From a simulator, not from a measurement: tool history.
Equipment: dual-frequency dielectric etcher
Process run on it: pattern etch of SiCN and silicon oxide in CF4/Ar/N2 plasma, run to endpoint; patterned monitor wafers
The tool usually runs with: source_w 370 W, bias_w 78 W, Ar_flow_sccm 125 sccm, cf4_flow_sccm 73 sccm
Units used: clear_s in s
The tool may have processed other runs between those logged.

run    hour  source_w  bias_w  Ar_flow_sccm  cf4_flow_sccm  incoming incoming film thickness, nm  clear_s
  1       0       370      78           125             73                                 14.28     18.7
  2    97.9       370      78           125             73                                 14.47     19.2
  3   143.8       370      78           125             73                                 14.42       19
      186.1  -- Ar flow controller replaced
  4   233.5       370      78           133             73                                 14.43       19
      261.9  -- CF4 flow controller replaced
      317.7  -- upper electrode replaced
  5   332.5       370      78           133             73                                 14.48       19
  6   436.5       400      78           125             73                                 14.32     16.7
  7   475.5       400      78           125             73                                  14.4     16.9
  8   515.7       320      78           152             73                                  14.5     22.3
  9   584.5       440      78            99             65                                 14.37     14.9
      636.3  -- wet clean of the chamber
 10   636.8       450      68           125             73                                 14.45     16.1
 11   701.5       340      58           125             57                                 14.41     25.2
 12   809.4       370      78           155             73                                 14.58     19.9
 13   849.2       410      95           125             73                                 14.54     15.6
 14   934.7       370      78           125             73                                 14.46     18.7
 15   994.3       410      86           146             73                                 14.57     16.6
 16  1084.3       370      78           125             73                                 14.46     18.5
     1111.4  -- source power generator calibrated
 17    1128       450      68           125             73                                 14.63     16.2
 18  1176.8       370      78           125             73                                 14.43     18.3
     1235.6  -- wet clean of the chamber
 19  1236.1       310      78           125             73                                 14.38     23.4
 20  1300.5       370      78           134             84                                 14.48     18.7
 21  1405.9       370      78           146             73                                 14.31     19.4
 22  1477.9       370      73           125             73                                 14.29     19.3
 23  1576.4       370      67           125             73                                 14.29     19.9
 24  1617.1       370      64           145             67                                 14.34     20.9

Expected results for the next run?
 25  1712.8       340      98           143             87                                 14.44        ?

Run 25 came out at clear_s 18.5 s.
Had the tool carried no hidden state, the very same run would have given clear_s 19 s.

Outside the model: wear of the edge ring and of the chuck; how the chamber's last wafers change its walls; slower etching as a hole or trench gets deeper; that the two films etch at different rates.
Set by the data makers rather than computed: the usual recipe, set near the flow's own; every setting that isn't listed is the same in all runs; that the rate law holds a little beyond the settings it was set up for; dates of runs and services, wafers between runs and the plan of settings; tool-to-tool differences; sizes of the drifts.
